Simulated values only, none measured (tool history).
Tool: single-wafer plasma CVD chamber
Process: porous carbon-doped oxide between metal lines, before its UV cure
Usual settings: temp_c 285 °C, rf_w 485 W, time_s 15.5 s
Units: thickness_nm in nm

run    hour  temp_c  rf_w  time_s  read-back reference wafer on the same gauge, thickness_nm  thickness_nm
  1       0     280   485    15.5                                                    106.034        98.461
  2    91.5     280   485    15.5                                                    106.044        98.348
  3   180.1     280   485    15.5                                                    106.088        98.654
  4   227.1     285   485    15.5                                                    106.198        94.798
      275.2  -- gauge calibrated
  5   352.2     285   485    15.5                                                    106.067            95
  6   415.2     285   485    15.5                                                    106.041        94.375
  7   481.6     285   485    15.5                                                     106.15        95.287
  8   536.2     285   485    15.5                                                    106.151         95.19
  9   610.6     285   485    16.2                                                    106.035        99.829
 10   685.1     285   485    16.2                                                    106.105       100.049
 11   789.7     285   485    16.2                                                    106.004        99.552
      815.8  -- RF generator calibrated
 12   875.7     294   485    13.3                                                    106.071        77.223
 13  1030.4     278   485    15.5                                                    106.099       100.674
 14  1127.7     285   520    14.3                                                     106.09        92.043
 15  1175.6     285   530    15.5                                                    106.211       101.151
 16  1241.1     274   570    16.4                                                    106.005       120.849
     1264.8  -- showerhead replaced
 17  1278.9     294   545    13.2                                                     106.03        82.141
 18  1326.7     276   545    16.4                                                    106.033       115.485
     1344.4  -- thermocouple changed; heater temperature recalibrated
 19  1498.8     290   485    13.6                                                    106.016         79.48
 20  1596.3     285   430    17.9                                                    106.052        98.445
 21  1693.5     285   485    15.5                                                    106.047        93.781
     1733.4  -- RF generator calibrated
 22    1754     279   410    16.6                                                    106.109        93.171
 23  1835.5     285   580    15.5                                                    106.122       105.915
     1900.5  -- gauge calibrated
 24  1940.9     285   485    14.2                                                    106.012        86.044
 25  2022.3     285   485    18.6                                                     106.04       112.535
 26  2115.2     280   485    15.5                                                    106.131        98.255
 27  2168.2     285   485    15.5                                                    105.983        94.028
 28  2210.2     285   455    15.5                                                    106.053        90.657
 29  2249.1     285   485    15.5                                                    105.975        94.621
 30  2287.9     298   405    16.9                                                    106.133          82.8
 31  2365.4     294   515    13.3                                                    106.225        79.359
 32  2470.6     285   485    15.5                                                    105.985        94.563
 33  2571.6     279   560    15.5                                                    106.078       108.712
 34  2624.8     285   450    15.5                                                     106.13         90.69

4 ways to go on from here, each from the tool as it stands after run 34. What would each give?
  A  2625.2     285   485    15.5                                                          ?             ?
  B  2625.2     300   485    18.3                                                          ?             ?
  C  2625.2     285   485    16.3                                                          ?             ?
  D  2625.2     275   390    18.1                                                          ?             ?

run  read-back reference wafer on the same gauge, thickness_nm  thickness_nm
  A                                                    106.172        94.847
  B                                                    106.172       100.446
  C                                                    106.172        99.564
  D                                                    106.172       101.785
Without the tool's hidden state the same runs would have given:
run  thickness_nm
  A         93.23
  B        98.896
  C        97.866
  D        99.963

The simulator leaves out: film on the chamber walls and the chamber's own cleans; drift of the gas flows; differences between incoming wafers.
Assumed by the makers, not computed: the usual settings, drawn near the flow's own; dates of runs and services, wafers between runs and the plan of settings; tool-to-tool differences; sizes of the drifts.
